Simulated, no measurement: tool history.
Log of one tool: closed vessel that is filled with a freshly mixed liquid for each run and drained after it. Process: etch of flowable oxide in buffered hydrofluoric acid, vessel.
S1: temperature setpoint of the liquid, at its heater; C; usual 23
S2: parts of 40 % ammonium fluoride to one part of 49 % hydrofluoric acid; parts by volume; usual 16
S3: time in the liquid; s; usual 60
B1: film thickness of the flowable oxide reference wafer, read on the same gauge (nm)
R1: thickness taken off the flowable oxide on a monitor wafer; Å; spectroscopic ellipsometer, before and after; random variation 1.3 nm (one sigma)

Run 1, hour 0: usual settings; B1 39.98. Result: R1 1502.7 Å.
Run 2, hour 83.2: usual settings; B1 40.02. Result: R1 1521 Å.
Run 3, hour 161.5: usual settings; B1 40.01. Result: R1 1512.5 Å.
Run 4, hour 256.5: usual settings; B1 40.01. Result: R1 1488.1 Å.
Run 5, hour 334.7: usual settings but S1 24.5 C; B1 40.02. Result: R1 1621.5 Å.
Run 6, hour 396.7: usual settings but S1 24.5 C; B1 40. Result: R1 1612.5 Å.
Run 7, hour 480: usual settings; B1 40.04. Result: R1 1503.7 Å.
Run 8, hour 525.5: usual settings but S3 75 s; B1 39.99. Result: R1 1881.3 Å.
Run 9, hour 574.2: usual settings; B1 40.01. Result: R1 1501.6 Å.
Run 10, hour 634.4: usual settings but S1 19 C, S3 45 s; B1 39.98. Result: R1 896.4 Å.
At hour 635.5: thermometer replaced.
Run 11, hour 698.1: usual settings but S1 19 C, S3 45 s; B1 40.02. Result: R1 909.5 Å.
Run 12, hour 800.2: usual settings but S3 80 s; B1 40.01. Result: R1 2008.6 Å.
At hour 843.4: gauge calibrated.
Run 13, hour 883.8: usual settings but S3 80 s; B1 40. Result: R1 2009.3 Å.
Run 14, hour 944.7: usual settings but S1 20 C, S3 35 s; B1 39.98. Result: R1 741.2 Å.
Run 15, hour 1010.9: usual settings but S1 20 C, S3 35 s; B1 40. Result: R1 733.8 Å.
Run 16, hour 1098: usual settings but S1 24.5 C, S2 18 parts by volume; B1 39.99. Result: R1 1437.8 Å.
Run 17, hour 1161.1: usual settings but S2 13.5 parts by volume; B1 39.97. Result: R1 1747.9 Å.
Run 18, hour 1265.5: usual settings; B1 40. Result: R1 1510.4 Å.
Run 19, hour 1348.9: usual settings but S3 30 s; B1 40. Result: R1 738 Å.
Run 20, hour 1392.5: usual settings but S1 26.5 C, S2 11.5 parts by volume, S3 50 s; B1 39.99. Result: R1 2044.4 Å.
Run 21, hour 1436.4: usual settings; B1 39.98. Result: R1 1488.9 Å.
Run 22, hour 1484.1: usual settings but S1 25.5 C, S2 19 parts by volume, S3 75 s; B1 39.97. Result: R1 1778.7 Å.
At hour 1544.3: hydrofluoric acid flow meter replaced.
Run 23, hour 1643.8: usual settings but S1 19.5 C; B1 39.99. Result: R1 1254.8 Å.
At hour 1729.3: thermometer replaced.
Run 24, hour 1748.8: usual settings but S1 20.5 C; B1 40.02. Result: R1 1344.3 Å.
Run 25, hour 1803.6: usual settings but S2 10 parts by volume, S3 85 s; B1 39.97. Result: R1 3452.5 Å.
Run 26, hour 1861.1: usual settings but S1 27 C, S2 21 parts by volume; B1 39.98. Result: R1 1475.6 Å.
Run 27, hour 1959.8: usual settings; B1 40.01. Result: R1 1527 Å.
Run 28, hour 2047: usual settings but S2 12 parts by volume, S3 45 s; B1 39.99. Result: R1 1528 Å.
Run 29, hour 2087.5: usual settings; B1 40.02. Result: R1 1504.1 Å.
Run 30, hour 2195.5: usual settings but S2 12 parts by volume; B1 39.99. Result: R1 2006.2 Å.
Run 31, hour 2295.4: usual settings but S2 19.5 parts by volume, S3 70 s; B1 40.02. Result: R1 1468.8 Å.
Run 32, hour 2340.9: usual settings; B1 40. Result: R1 1520.7 Å.
Run 33, hour 2421.2: usual settings but S2 14 parts by volume; B1 40.02. Result: R1 1713.3 Å.
Run 34, hour 2595.4: usual settings but S1 19.5 C; B1 39.98. Result: R1 1252.5 Å.

3 ways to go on from here, each from the tool as it stands after run 34. What would each give?
Run A, hour 2596.1: usual settings; B1 ?. Result: R1 ?.
Run B, hour 2596.1: usual settings but S1 25.5 C, S2 10.5 parts by volume, S3 95 s; B1 ?. Result: R1 ?.
Run C, hour 2596.1: usual settings but S1 25.5 C, S3 30 s; B1 ?. Result: R1 ?.

run     B1      R1
  A  40.03  1498.8
  B  40.03  4108.4
  C  40.03   858.9
Without the tool's hidden state the same runs would have given:
run      R1
  A    1537
  B  4212.3
  C   880.8
